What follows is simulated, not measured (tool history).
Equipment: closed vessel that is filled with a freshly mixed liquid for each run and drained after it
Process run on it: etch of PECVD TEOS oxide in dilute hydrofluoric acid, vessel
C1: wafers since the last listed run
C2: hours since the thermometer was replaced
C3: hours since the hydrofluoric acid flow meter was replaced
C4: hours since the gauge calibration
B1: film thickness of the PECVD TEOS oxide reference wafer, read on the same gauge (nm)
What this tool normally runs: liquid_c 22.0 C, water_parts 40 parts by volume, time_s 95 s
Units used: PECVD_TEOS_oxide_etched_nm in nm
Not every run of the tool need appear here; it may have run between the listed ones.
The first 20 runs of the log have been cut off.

run 21 hour=1558.5 | liquid_c=20.0 water_parts=40 time_s=110 | C1=4947 C2=516.1 C3=1314.6 C4=1485.8 | B1=92.67 | PECVD_TEOS_oxide_etched_nm=49.20
run 22 hour=1610.7 | liquid_c=25.0 water_parts=45 time_s=95 | C1=5358 C2=568.3 C3=1366.8 C4=1538.0 | B1=92.73 | PECVD_TEOS_oxide_etched_nm=46.65
run 23 hour=1702.8 | liquid_c=25.0 water_parts=40 time_s=95 | C1=9454 C2=660.4 C3=1458.9 C4=1630.1 | B1=92.91 | PECVD_TEOS_oxide_etched_nm=52.90
-- hour=1802.7 thermometer replaced
run 24 hour=1804.4 | liquid_c=23.5 water_parts=55 time_s=70 | C1=10326 C2=1.7 C3=1560.5 C4=1731.7 | B1=93.10 | PECVD_TEOS_oxide_etched_nm=25.68
run 25 hour=1853.2 | liquid_c=20.0 water_parts=40 time_s=55 | C1=5009 C2=50.5 C3=1609.3 C4=1780.5 | B1=93.21 | PECVD_TEOS_oxide_etched_nm=24.91
run 26 hour=1896.7 | liquid_c=22.0 water_parts=60 time_s=95 | C1=4465 C2=94.0 C3=1652.8 C4=1824.0 | B1=93.23 | PECVD_TEOS_oxide_etched_nm=30.43
run 27 hour=1955.7 | liquid_c=22.0 water_parts=35 time_s=95 | C1=6056 C2=153.0 C3=1711.8 C4=1883.0 | B1=93.41 | PECVD_TEOS_oxide_etched_nm=53.87
run 28 hour=2028.6 | liquid_c=24.0 water_parts=40 time_s=95 | C1=7483 C2=225.9 C3=1784.7 C4=1955.9 | B1=93.52 | PECVD_TEOS_oxide_etched_nm=50.83
run 29 hour=2126.3 | liquid_c=22.0 water_parts=40 time_s=135 | C1=10028 C2=323.6 C3=1882.4 C4=2053.6 | B1=93.77 | PECVD_TEOS_oxide_etched_nm=65.64
run 30 hour=2232.6 | liquid_c=22.0 water_parts=40 time_s=95 | C1=10911 C2=429.9 C3=1988.7 C4=2159.9 | B1=93.88 | PECVD_TEOS_oxide_etched_nm=46.91
-- hour=2297.3 hydrofluoric acid flow meter replaced
run 31 hour=2304.2 | liquid_c=22.0 water_parts=30 time_s=95 | C1=7247 C2=501.5 C3=6.9 C4=2231.5 | B1=94.00 | PECVD_TEOS_oxide_etched_nm=63.76
run 32 hour=2341.5 | liquid_c=22.0 water_parts=50 time_s=95 | C1=3828 C2=538.8 C3=44.2 C4=2268.8 | B1=94.09 | PECVD_TEOS_oxide_etched_nm=37.01
run 33 hour=2444.3 | liquid_c=22.0 water_parts=30 time_s=50 | C1=10552 C2=641.6 C3=147.0 C4=2371.6 | B1=94.29 | PECVD_TEOS_oxide_etched_nm=33.66
-- hour=2510.7 thermometer replaced
run 34 hour=2544.1 | liquid_c=22.0 water_parts=25 time_s=95 | C1=10141 C2=33.4 C3=246.8 C4=2471.4 | B1=94.46 | PECVD_TEOS_oxide_etched_nm=78.29

Branching from run 34: 3 alternative next runs. What would each branch give?
run A hour=2544.8 | liquid_c=22.0 water_parts=40 time_s=95 | C1=71 C2=34.1 C3=247.5 C4=2472.1 | B1=? | PECVD_TEOS_oxide_etched_nm=?
run B hour=2544.8 | liquid_c=23.5 water_parts=40 time_s=125 | C1=71 C2=34.1 C3=247.5 C4=2472.1 | B1=? | PECVD_TEOS_oxide_etched_nm=?
run C hour=2544.8 | liquid_c=25.5 water_parts=40 time_s=95 | C1=71 C2=34.1 C3=247.5 C4=2472.1 | B1=? | PECVD_TEOS_oxide_etched_nm=?

run=A B1=94.51 PECVD_TEOS_oxide_etched_nm=47.13
run=B B1=94.51 PECVD_TEOS_oxide_etched_nm=66.03
run=C B1=94.51 PECVD_TEOS_oxide_etched_nm=54.51
Without the tool's hidden state the same runs would have given:
run=A PECVD_TEOS_oxide_etched_nm=44.89
run=B PECVD_TEOS_oxide_etched_nm=62.89
run=C PECVD_TEOS_oxide_etched_nm=51.92

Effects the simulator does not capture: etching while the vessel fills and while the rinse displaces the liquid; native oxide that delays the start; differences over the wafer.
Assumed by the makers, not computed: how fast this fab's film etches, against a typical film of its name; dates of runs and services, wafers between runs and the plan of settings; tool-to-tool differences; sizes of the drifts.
